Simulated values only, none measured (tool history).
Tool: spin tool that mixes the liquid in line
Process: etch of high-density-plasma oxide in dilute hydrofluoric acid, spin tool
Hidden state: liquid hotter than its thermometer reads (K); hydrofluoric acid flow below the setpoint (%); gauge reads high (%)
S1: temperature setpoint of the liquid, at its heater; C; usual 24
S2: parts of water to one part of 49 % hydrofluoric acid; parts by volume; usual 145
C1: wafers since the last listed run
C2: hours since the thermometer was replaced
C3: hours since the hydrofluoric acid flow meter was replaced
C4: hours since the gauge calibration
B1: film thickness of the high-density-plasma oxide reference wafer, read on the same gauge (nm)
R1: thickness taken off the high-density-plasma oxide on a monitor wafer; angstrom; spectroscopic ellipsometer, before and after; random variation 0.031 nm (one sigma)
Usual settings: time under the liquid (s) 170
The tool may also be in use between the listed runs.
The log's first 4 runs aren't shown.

{"run": 5, "day": 10.579, "S1": 24, "S2": 110, "time under the liquid (s)": 170, "C1": 303, "C2": 132.2, "C3": 1289.6, "C4": 2474.4, "B1": 149.99, "R1": 79}
{"run": 6, "day": 18.675, "S1": 24, "S2": 110, "time under the liquid (s)": 170, "C1": 1450, "C2": 326.5, "C3": 1483.9, "C4": 2668.7, "B1": 150, "R1": 79.7}
{"day": 18.708, "done": "gauge calibrated"}
{"run": 7, "day": 20.008, "S1": 24, "S2": 145, "time under the liquid (s)": 140, "C1": 238, "C2": 358.5, "C3": 1515.9, "C4": 31.2, "B1": 150, "R1": 48.3}
{"run": 8, "day": 23.788, "S1": 24, "S2": 145, "time under the liquid (s)": 140, "C1": 677, "C2": 449.2, "C3": 1606.6, "C4": 121.9, "B1": 150.03, "R1": 48.5}
{"run": 9, "day": 26.412, "S1": 25.5, "S2": 145, "time under the liquid (s)": 235, "C1": 470, "C2": 512.2, "C3": 1669.6, "C4": 184.9, "B1": 150, "R1": 85.8}
{"run": 10, "day": 28.925, "S1": 24, "S2": 145, "time under the liquid (s)": 170, "C1": 450, "C2": 572.5, "C3": 1729.9, "C4": 245.2, "B1": 150.04, "R1": 59.5}
{"run": 11, "day": 30.092, "S1": 24, "S2": 205, "time under the liquid (s)": 170, "C1": 209, "C2": 600.5, "C3": 1757.9, "C4": 273.2, "B1": 149.99, "R1": 39.5}
{"day": 31.862, "done": "hydrofluoric acid flow meter replaced"}
{"run": 12, "day": 32.575, "S1": 24, "S2": 145, "time under the liquid (s)": 110, "C1": 437, "C2": 660.1, "C3": 17.1, "C4": 332.8, "B1": 150.01, "R1": 38.4}
{"run": 13, "day": 34.442, "S1": 24, "S2": 145, "time under the liquid (s)": 170, "C1": 334, "C2": 704.9, "C3": 61.9, "C4": 377.6, "B1": 150.01, "R1": 60.5}
{"run": 14, "day": 36.817, "S1": 27, "S2": 145, "time under the liquid (s)": 250, "C1": 425, "C2": 761.9, "C3": 118.9, "C4": 434.6, "B1": 150, "R1": 98.9}
{"run": 15, "day": 39.208, "S1": 27, "S2": 145, "time under the liquid (s)": 170, "C1": 428, "C2": 819.3, "C3": 176.3, "C4": 492, "B1": 149.99, "R1": 67.9}
{"run": 16, "day": 41.742, "S1": 27, "S2": 190, "time under the liquid (s)": 130, "C1": 454, "C2": 880.1, "C3": 237.1, "C4": 552.8, "B1": 149.97, "R1": 37.7}
{"day": 44.021, "done": "thermometer replaced"}
{"run": 17, "day": 44.462, "S1": 24, "S2": 165, "time under the liquid (s)": 170, "C1": 480, "C2": 10.6, "C3": 302.4, "C4": 618.1, "B1": 149.98, "R1": 49.3}
{"run": 18, "day": 46.617, "S1": 27, "S2": 190, "time under the liquid (s)": 130, "C1": 386, "C2": 62.3, "C3": 354.1, "C4": 669.8, "B1": 149.97, "R1": 35.5}
{"run": 19, "day": 48.15, "S1": 24, "S2": 80, "time under the liquid (s)": 170, "C1": 274, "C2": 99.1, "C3": 390.9, "C4": 706.6, "B1": 150.03, "R1": 112.5}

Run 20 comes next. What will it give?
{"run": 20, "day": 50.888, "S1": 26.5, "S2": 75, "time under the liquid (s)": 75, "C1": 490, "C2": 164.8, "C3": 456.6, "C4": 772.3, "B1": "?", "R1": "?"}

{"run 20": {"B1": 150.01, "R1": 58.9}}
Without the tool's hidden state the same run would have given R1 58.1 angstrom.
